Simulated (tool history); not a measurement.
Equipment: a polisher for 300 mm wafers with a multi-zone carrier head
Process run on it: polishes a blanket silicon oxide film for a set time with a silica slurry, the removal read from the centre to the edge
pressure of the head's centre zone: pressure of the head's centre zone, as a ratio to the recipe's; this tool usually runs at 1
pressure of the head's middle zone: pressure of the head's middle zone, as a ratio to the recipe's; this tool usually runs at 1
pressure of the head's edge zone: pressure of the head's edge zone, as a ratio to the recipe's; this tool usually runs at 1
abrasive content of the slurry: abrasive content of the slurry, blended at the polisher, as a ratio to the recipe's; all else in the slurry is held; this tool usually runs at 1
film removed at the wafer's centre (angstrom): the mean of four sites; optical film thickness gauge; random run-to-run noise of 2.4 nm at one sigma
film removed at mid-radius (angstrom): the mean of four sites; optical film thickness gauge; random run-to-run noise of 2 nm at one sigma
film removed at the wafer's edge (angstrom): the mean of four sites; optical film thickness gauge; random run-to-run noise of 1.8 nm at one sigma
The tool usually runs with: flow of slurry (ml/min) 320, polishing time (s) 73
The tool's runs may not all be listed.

run	day	flow of slurry (ml/min)	pressure of the head's centre zone	pressure of the head's middle zone	pressure of the head's edge zone	abrasive content of the slurry	polishing time (s)	wafers since the last listed run	wafers polished on this pad	hours since the slurry nozzle was cleaned	hours since the centre zone pressure was calibrated	hours since the edge zone pressure was calibrated	hours since the carrier head's membrane was replaced	incoming thickness of the incoming film, nm	film removed at the wafer's centre (angstrom)	film removed at mid-radius (angstrom)	film removed at the wafer's edge (angstrom)
1	0	320	1	1	1	1	60	0	1007	459.3	834.4	423.8	1517.1	1708.7	1319	1348	1402
# day 0.683: worn pad replaced by a new one
2	0.717	320	1	1	1	1	73	149	8	476.5	851.6	441	1534.3	1729	1628	1632	1658
3	1.004	320	1	1	1	1	73	78	87	483.4	858.5	447.9	1541.2	1678.4	1635	1646	1656
4	1.604	320	1	1	1	1	73	163	250	497.8	872.9	462.3	1555.6	1698.9	1637	1630	1674
5	1.967	320	1	1	1	1	73	98	349	506.5	881.6	471	1564.3	1711.6	1639	1623	1659
6	2.5	320	1	1	1	1	73	145	494	519.3	894.4	483.8	1577.1	1673.7	1634	1618	1668
7	2.958	320	1	1	1	1	73	124	619	530.3	905.4	494.8	1588.1	1674.5	1669	1623	1674
# day 3.25: slurry nozzle cleaned
8	3.833	320	1	1	1	1	73	227	846	14	926.4	515.8	1609.1	1676.2	1742	1732	1750
# day 4.25: worn pad replaced by a new one
9	5.179	320	1	1	1	1	73	321	253	46.3	958.7	548.1	1641.4	1683.1	1784	1730	1754
10	5.633	320	1	1	1	1	73	123	377	57.2	969.6	559	1652.3	1721.4	1731	1728	1715
11	5.958	290	1	1	0.95	1	73	88	465	65	977.4	566.8	1660.1	1696.5	1726	1691	1688

What will run 12 give?
12	6.471	320	1	1	1	1	73	139	605	77.3	989.7	579.1	1672.4	1698	?	?	?

Run 12 measured film removed at the wafer's centre (angstrom) 1727, film removed at mid-radius (angstrom) 1750, film removed at the wafer's edge (angstrom) 1744.
Had the tool carried no hidden state, the very same run would have given film removed at the wafer's centre (angstrom) 1771, film removed at mid-radius (angstrom) 1791, film removed at the wafer's edge (angstrom) 1775.

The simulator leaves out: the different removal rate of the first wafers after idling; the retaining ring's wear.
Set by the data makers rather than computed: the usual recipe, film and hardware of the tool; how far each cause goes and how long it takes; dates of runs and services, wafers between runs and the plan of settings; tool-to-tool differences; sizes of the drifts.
